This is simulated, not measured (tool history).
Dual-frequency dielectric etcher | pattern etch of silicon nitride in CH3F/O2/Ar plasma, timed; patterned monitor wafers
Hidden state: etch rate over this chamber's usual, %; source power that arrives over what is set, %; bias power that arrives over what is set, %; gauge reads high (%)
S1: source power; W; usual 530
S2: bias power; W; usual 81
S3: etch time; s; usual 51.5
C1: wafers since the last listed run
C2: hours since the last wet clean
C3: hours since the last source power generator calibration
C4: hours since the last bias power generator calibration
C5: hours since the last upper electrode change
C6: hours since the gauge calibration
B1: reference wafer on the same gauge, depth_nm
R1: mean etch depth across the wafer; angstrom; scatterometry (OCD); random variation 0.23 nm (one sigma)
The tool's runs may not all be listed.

Run 1, hour 0.0: usual settings; C1 0; C2 231.0; C3 1769.3; C4 4634.8; C5 2685.8; C6 388.4; B1 45.42. Result: R1 443.0 angstrom.
Run 2, hour 14.4: usual settings; C1 168; C2 245.4; C3 1783.7; C4 4649.2; C5 2700.2; C6 402.8; B1 45.46. Result: R1 443.0 angstrom.
Run 3, hour 29.0: usual settings; C1 171; C2 260.0; C3 1798.3; C4 4663.8; C5 2714.8; C6 417.4; B1 45.44. Result: R1 443.0 angstrom.
Run 4, hour 43.9: usual settings; C1 174; C2 274.9; C3 1813.2; C4 4678.7; C5 2729.7; C6 432.3; B1 45.41. Result: R1 440.7 angstrom.
Run 5, hour 55.8: usual settings; C1 139; C2 286.8; C3 1825.1; C4 4690.6; C5 2741.6; C6 444.2; B1 45.38. Result: R1 443.7 angstrom.
Run 6, hour 73.7: usual settings; C1 209; C2 304.7; C3 1843.0; C4 4708.5; C5 2759.5; C6 462.1; B1 45.35. Result: R1 441.3 angstrom.
Run 7, hour 87.8: usual settings; C1 165; C2 318.8; C3 1857.1; C4 4722.6; C5 2773.6; C6 476.2; B1 45.43. Result: R1 442.6 angstrom.
Run 8, hour 105.3: usual settings; C1 205; C2 336.3; C3 1874.6; C4 4740.1; C5 2791.1; C6 493.7; B1 45.47. Result: R1 438.8 angstrom.
Run 9, hour 114.7: usual settings; C1 110; C2 345.7; C3 1884.0; C4 4749.5; C5 2800.5; C6 503.1; B1 45.33. Result: R1 439.9 angstrom.
Run 10, hour 131.5: usual settings but S3 60.0 s; C1 197; C2 362.5; C3 1900.8; C4 4766.3; C5 2817.3; C6 519.9; B1 45.44. Result: R1 518.7 angstrom.
Run 11, hour 144.4: usual settings but S3 60.0 s; C1 151; C2 375.4; C3 1913.7; C4 4779.2; C5 2830.2; C6 532.8; B1 45.40. Result: R1 519.3 angstrom.
At hour 147.1: gauge calibrated.
Run 12, hour 158.4: usual settings but S3 60.0 s; C1 164; C2 389.4; C3 1927.7; C4 4793.2; C5 2844.2; C6 11.3; B1 45.45. Result: R1 517.7 angstrom.
At hour 171.6: source power generator calibrated.
Run 13, hour 172.2: usual settings but S2 89 W, S3 63.0 s; C1 114; C2 403.2; C3 0.6; C4 4807.0; C5 2858.0; C6 25.1; B1 45.30. Result: R1 562.8 angstrom.
At hour 216.9: wet clean of the chamber.
Run 14, hour 217.4: usual settings but S2 89 W, S3 63.0 s; C1 248; C2 0.5; C3 45.8; C4 4852.2; C5 2903.2; C6 70.3; B1 45.45. Result: R1 545.4 angstrom.
Run 15, hour 218.6: usual settings; C1 14; C2 1.7; C3 47.0; C4 4853.4; C5 2904.4; C6 71.5; B1 45.35. Result: R1 437.5 angstrom.
Run 16, hour 259.4: usual settings but S2 97 W; C1 478; C2 42.5; C3 87.8; C4 4894.2; C5 2945.2; C6 112.3; B1 45.39. Result: R1 462.6 angstrom.
At hour 293.3: upper electrode replaced.
Run 17, hour 293.8: usual settings but S1 660 W, S2 96 W; C1 121; C2 76.9; C3 122.2; C4 4928.6; C5 0.5; C6 146.7; B1 45.38. Result: R1 499.3 angstrom.
Run 18, hour 294.2: usual settings but S1 570 W, S2 93 W, S3 44.5 s; C1 4; C2 77.3; C3 122.6; C4 4929.0; C5 0.9; C6 147.1; B1 45.34. Result: R1 402.2 angstrom.
Run 19, hour 294.5: usual settings but S2 89 W, S3 63.0 s; C1 3; C2 77.6; C3 122.9; C4 4929.3; C5 1.2; C6 147.4; B1 45.42. Result: R1 548.5 angstrom.
Run 20, hour 299.4: usual settings but S1 650 W, S2 74 W, S3 44.0 s; C1 57; C2 82.5; C3 127.8; C4 4934.2; C5 6.1; C6 152.3; B1 45.36. Result: R1 385.5 angstrom.
At hour 340.5: bias power generator calibrated.
Run 21, hour 350.9: usual settings; C1 557; C2 134.0; C3 179.3; C4 10.4; C5 57.6; C6 203.8; B1 45.38. Result: R1 442.2 angstrom.
Run 22, hour 372.1: usual settings but S1 600 W, S2 99 W; C1 248; C2 155.2; C3 200.5; C4 31.6; C5 78.8; C6 225.0; B1 45.41. Result: R1 485.5 angstrom.
Run 23, hour 383.8: usual settings but S2 73 W, S3 38.0 s; C1 137; C2 166.9; C3 212.2; C4 43.3; C5 90.5; C6 236.7; B1 45.39. Result: R1 314.4 angstrom.
Run 24, hour 397.7: usual settings; C1 163; C2 180.8; C3 226.1; C4 57.2; C5 104.4; C6 250.6; B1 45.36. Result: R1 439.9 angstrom.
Run 25, hour 412.1: usual settings; C1 168; C2 195.2; C3 240.5; C4 71.6; C5 118.8; C6 265.0; B1 45.42. Result: R1 442.9 angstrom.
Run 26, hour 448.3: usual settings but S1 600 W, S2 89 W, S3 36.5 s; C1 424; C2 231.4; C3 276.7; C4 107.8; C5 155.0; C6 301.2; B1 45.39. Result: R1 334.3 angstrom.
Run 27, hour 460.5: usual settings but S1 640 W, S2 87 W; C1 143; C2 243.6; C3 288.9; C4 120.0; C5 167.2; C6 313.4; B1 45.41. Result: R1 479.6 angstrom.
Run 28, hour 475.4: usual settings but S2 98 W, S3 66.5 s; C1 174; C2 258.5; C3 303.8; C4 134.9; C5 182.1; C6 328.3; B1 45.42. Result: R1 607.4 angstrom.
Run 29, hour 487.6: usual settings but S2 87 W, S3 60.0 s; C1 143; C2 270.7; C3 316.0; C4 147.1; C5 194.3; C6 340.5; B1 45.46. Result: R1 528.7 angstrom.

4 ways to go on from here, each from the tool as it stands after run 29. What would each give?
Run A, hour 488.0: usual settings but S2 88 W; C1 4; C2 271.1; C3 316.4; C4 147.5; C5 194.7; C6 340.9; B1 ?. Result: R1 ?.
Run B, hour 488.0: usual settings but S1 440 W, S2 86 W, S3 47.0 s; C1 4; C2 271.1; C3 316.4; C4 147.5; C5 194.7; C6 340.9; B1 ?. Result: R1 ?.
Run C, hour 488.0: usual settings but S1 400 W, S3 64.0 s; C1 4; C2 271.1; C3 316.4; C4 147.5; C5 194.7; C6 340.9; B1 ?. Result: R1 ?.
Run D, hour 488.0: usual settings but S2 76 W; C1 4; C2 271.1; C3 316.4; C4 147.5; C5 194.7; C6 340.9; B1 ?. Result: R1 ?.

run     B1     R1
  A  45.33  456.9
  B  45.33  393.1
  C  45.33  512.3
  D  45.33  437.1
Without the tool's hidden state the same runs would have given:
run     R1
  A  448.8
  B  386.2
  C  503.2
  D  429.4
